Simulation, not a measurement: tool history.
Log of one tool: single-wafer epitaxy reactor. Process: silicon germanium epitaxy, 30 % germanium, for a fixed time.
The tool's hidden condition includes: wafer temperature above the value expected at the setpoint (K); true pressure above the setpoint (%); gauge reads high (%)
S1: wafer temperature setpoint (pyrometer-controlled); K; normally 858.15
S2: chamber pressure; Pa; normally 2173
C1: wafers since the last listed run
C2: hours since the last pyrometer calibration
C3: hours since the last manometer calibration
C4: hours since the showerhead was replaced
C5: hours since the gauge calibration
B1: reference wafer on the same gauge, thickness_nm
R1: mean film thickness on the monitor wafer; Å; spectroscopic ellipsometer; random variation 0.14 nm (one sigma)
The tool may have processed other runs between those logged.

run	hour	S1	S2	C1	C2	C3	C4	C5	B1	R1
1	0	858.15	2173	0	1990.1	683.3	4289	582	45.072	412.3
2	17.7	858.15	2440	242	2007.8	701	4306.7	599.7	45.001	429.69
3	30.1	858.15	2440	169	2020.2	713.4	4319.1	612.1	45	428.44
4	42.4	858.15	2173	168	2032.5	725.7	4331.4	624.4	44.935	411.74
# hour 57.3: gauge calibrated
5	58.2	858.15	2173	216	2048.3	741.5	4347.2	0.9	45.892	417.7
6	80.8	858.15	2346	309	2070.9	764.1	4369.8	23.5	45.91	430.99
7	113.7	866.15	2173	450	2103.8	797	4402.7	56.4	45.866	494.97
8	185.1	866.15	2173	976	2175.2	868.4	4474.1	127.8	45.817	494.78
9	271.1	866.15	2173	1176	2261.2	954.4	4560.1	213.8	45.755	493.13
10	304.6	858.15	2173	458	2294.7	987.9	4593.6	247.3	45.73	415.31
11	396.2	858.15	2173	1253	2386.3	1079.5	4685.2	338.9	45.573	416.39
12	415	864.15	2173	257	2405.1	1098.3	4704	357.7	45.553	472.46
13	427.7	864.15	2173	173	2417.8	1111	4716.7	370.4	45.564	471.88
14	441.6	864.15	2173	190	2431.7	1124.9	4730.6	384.3	45.517	472.44
15	465	858.15	2173	320	2455.1	1148.3	4754	407.7	45.47	413.67
16	567.5	858.15	2386	1402	2557.6	1250.8	4856.5	510.2	45.26	428.3
17	595.6	858.15	2173	384	2585.7	1278.9	4884.6	538.3	45.163	414.73
18	619.1	858.15	2173	321	2609.2	1302.4	4908.1	561.8	45.135	412.64
# hour 641.8: showerhead replaced
# hour 647.8: pyrometer calibrated
# hour 648.7: capacitance manometer re-zeroed and calibrated
# hour 688.7: gauge calibrated
19	689.5	858.15	2173	758	41.7	40.8	47.7	0.8	45.771	419.14
20	772.4	848.15	2373	1134	124.6	123.7	130.6	83.7	45.758	348
21	787.1	858.15	2173	201	139.3	138.4	145.3	98.4	45.776	416.87
22	809.3	854.15	1840	303	161.5	160.6	167.5	120.6	45.717	358.19
23	900.1	863.15	2440	1242	252.3	251.4	258.3	211.4	45.708	486.12
24	919.2	865.15	2320	261	271.4	270.5	277.4	230.5	45.665	498.31
25	934.7	858.15	2413	212	286.9	286	292.9	246	45.681	432.34
26	966.4	854.15	2013	433	318.6	317.7	324.6	277.7	45.604	369.55
27	990	858.15	2440	322	342.2	341.3	348.2	301.3	45.58	437.86
28	1005.9	853.15	1760	217	358.1	357.2	364.1	317.2	45.573	342.06
29	1018.5	851.15	1840	172	370.7	369.8	376.7	329.8	45.529	332.63
30	1043.5	847.15	1827	342	395.7	394.8	401.7	354.8	45.505	302.69

What was the tool's hidden state at every run in the log?
wafer temperature above the value expected at the setpoint (K): 0 across all the runs
true pressure above the setpoint (%): 0 across all the runs
H1: gauge reads high (%)
run	H1
1	-1.63
2	-1.74
3	-1.81
4	-1.89
5	0.155
6	0.152
7	0.138
8	0.071
9	-0.0793
10	-0.158
11	-0.433
12	-0.5
13	-0.547
14	-0.601
15	-0.696
16	-1.18
17	-1.33
18	-1.46
19	-0.0259
20	-0.0617
21	-0.0754
22	-0.1
23	-0.254
24	-0.298
25	-0.335
26	-0.42
27	-0.49
28	-0.54
29	-0.582
30	-0.67
